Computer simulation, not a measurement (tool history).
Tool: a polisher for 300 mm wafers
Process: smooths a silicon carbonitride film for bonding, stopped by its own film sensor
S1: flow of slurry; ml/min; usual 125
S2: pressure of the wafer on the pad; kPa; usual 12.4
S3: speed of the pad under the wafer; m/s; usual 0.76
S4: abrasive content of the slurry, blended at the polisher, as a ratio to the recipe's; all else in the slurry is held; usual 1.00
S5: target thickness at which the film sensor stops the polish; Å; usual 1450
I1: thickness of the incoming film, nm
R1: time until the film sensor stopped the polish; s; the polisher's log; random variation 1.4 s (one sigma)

{"run": 1, "hour": 0.0, "S1": 125, "S2": 12.4, "S3": 0.76, "S4": 1.0, "S5": 1450, "I1": 159.2, "R1": 95.1}
{"run": 2, "hour": 18.2, "S1": 125, "S2": 12.4, "S3": 0.76, "S4": 1.0, "S5": 1450, "I1": 159.7, "R1": 99.8}
{"hour": 38.2, "done": "head pressure recalibrated"}
{"run": 3, "hour": 38.6, "S1": 125, "S2": 12.4, "S3": 0.76, "S4": 1.0, "S5": 1450, "I1": 156.9, "R1": 79.1}
{"run": 4, "hour": 60.8, "S1": 100, "S2": 12.4, "S3": 0.76, "S4": 1.2, "S5": 1450, "I1": 159.0, "R1": 88.4}
{"hour": 95.0, "done": "worn pad replaced by a new one"}
{"run": 5, "hour": 95.5, "S1": 100, "S2": 12.4, "S3": 0.76, "S4": 1.2, "S5": 1450, "I1": 160.5, "R1": 99.3}
{"run": 6, "hour": 152.6, "S1": 125, "S2": 9.7, "S3": 0.76, "S4": 1.0, "S5": 1450, "I1": 160.9, "R1": 127.3}
{"hour": 161.6, "done": "slurry nozzle cleaned"}
{"run": 7, "hour": 176.9, "S1": 125, "S2": 12.4, "S3": 0.88, "S4": 1.0, "S5": 1450, "I1": 161.3, "R1": 96.9}
{"run": 8, "hour": 211.7, "S1": 125, "S2": 12.4, "S3": 0.76, "S4": 1.0, "S5": 1450, "I1": 157.8, "R1": 84.1}
{"hour": 220.3, "done": "slurry blender recalibrated"}
{"run": 9, "hour": 224.9, "S1": 125, "S2": 12.4, "S3": 0.86, "S4": 1.0, "S5": 1450, "I1": 160.1, "R1": 89.8}
{"run": 10, "hour": 244.1, "S1": 140, "S2": 12.4, "S3": 0.76, "S4": 1.0, "S5": 1450, "I1": 158.2, "R1": 86.2}
{"run": 11, "hour": 275.3, "S1": 125, "S2": 11.0, "S3": 0.94, "S4": 0.8, "S5": 1430, "I1": 157.6, "R1": 102.5}
{"run": 12, "hour": 289.0, "S1": 155, "S2": 12.4, "S3": 0.76, "S4": 1.0, "S5": 1410, "I1": 161.4, "R1": 131.5}
{"run": 13, "hour": 309.6, "S1": 125, "S2": 9.0, "S3": 0.76, "S4": 1.0, "S5": 1410, "I1": 159.8, "R1": 160.6}
{"hour": 343.3, "done": "worn pad replaced by a new one"}
{"run": 14, "hour": 343.7, "S1": 125, "S2": 15.2, "S3": 0.76, "S4": 0.85, "S5": 1450, "I1": 157.3, "R1": 74.7}
{"run": 15, "hour": 376.0, "S1": 160, "S2": 12.4, "S3": 0.76, "S4": 1.0, "S5": 1490, "I1": 159.8, "R1": 68.0}
{"run": 16, "hour": 393.7, "S1": 125, "S2": 12.4, "S3": 0.76, "S4": 0.9, "S5": 1450, "I1": 162.6, "R1": 120.7}
{"run": 17, "hour": 426.6, "S1": 125, "S2": 12.4, "S3": 0.76, "S4": 1.0, "S5": 1450, "I1": 160.9, "R1": 104.2}
{"run": 18, "hour": 451.6, "S1": 125, "S2": 12.4, "S3": 0.76, "S4": 1.0, "S5": 1450, "I1": 159.4, "R1": 94.4}
{"run": 19, "hour": 464.9, "S1": 125, "S2": 9.7, "S3": 0.84, "S4": 0.9, "S5": 1450, "I1": 160.7, "R1": 121.1}
{"run": 20, "hour": 488.5, "S1": 125, "S2": 9.0, "S3": 0.76, "S4": 1.1, "S5": 1500, "I1": 159.2, "R1": 74.1}
{"run": 21, "hour": 503.2, "S1": 125, "S2": 12.4, "S3": 0.76, "S4": 1.0, "S5": 1450, "I1": 161.5, "R1": 108.9}
{"run": 22, "hour": 532.6, "S1": 125, "S2": 12.4, "S3": 0.76, "S4": 1.15, "S5": 1450, "I1": 161.7, "R1": 105.1}
{"hour": 558.2, "done": "worn pad replaced by a new one"}
{"run": 23, "hour": 558.8, "S1": 125, "S2": 12.4, "S3": 0.76, "S4": 1.0, "S5": 1450, "I1": 159.6, "R1": 97.8}
{"run": 24, "hour": 581.6, "S1": 125, "S2": 15.9, "S3": 0.76, "S4": 1.0, "S5": 1450, "I1": 161.4, "R1": 89.1}
{"run": 25, "hour": 594.1, "S1": 125, "S2": 10.3, "S3": 0.76, "S4": 1.0, "S5": 1450, "I1": 160.6, "R1": 118.3}
{"run": 26, "hour": 617.5, "S1": 125, "S2": 12.4, "S3": 0.76, "S4": 1.0, "S5": 1450, "I1": 158.7, "R1": 88.5}
{"run": 27, "hour": 633.8, "S1": 125, "S2": 12.4, "S3": 0.76, "S4": 1.0, "S5": 1450, "I1": 158.8, "R1": 94.0}
{"hour": 642.4, "done": "slurry blender recalibrated"}
{"run": 28, "hour": 662.7, "S1": 85, "S2": 12.4, "S3": 0.76, "S4": 1.0, "S5": 1480, "I1": 160.3, "R1": 88.7}
{"run": 29, "hour": 684.3, "S1": 95, "S2": 9.0, "S3": 0.52, "S4": 1.0, "S5": 1480, "I1": 161.0, "R1": 159.7}
{"run": 30, "hour": 716.3, "S1": 125, "S2": 12.4, "S3": 0.76, "S4": 1.0, "S5": 1450, "I1": 158.9, "R1": 92.4}
{"run": 31, "hour": 747.3, "S1": 125, "S2": 12.4, "S3": 0.76, "S4": 1.0, "S5": 1450, "I1": 158.2, "R1": 87.9}

3 ways to go on from here, each from the tool as it stands after run 31. What would each give?
{"run": "A", "hour": 747.7, "S1": 125, "S2": 12.4, "S3": 0.76, "S4": 1.0, "S5": 1450, "I1": 160.6, "R1": "?"}
{"run": "B", "hour": 747.7, "S1": 95, "S2": 12.4, "S3": 0.76, "S4": 1.0, "S5": 1410, "I1": 160.6, "R1": "?"}
{"run": "C", "hour": 747.7, "S1": 155, "S2": 12.4, "S3": 0.76, "S4": 1.2, "S5": 1420, "I1": 160.6, "R1": "?"}

run=A R1=101.3
run=B R1=134.4
run=C R1=107.3
Without the tool's hidden state the same runs would have given:
run=A R1=101.3
run=B R1=134.4
run=C R1=107.3
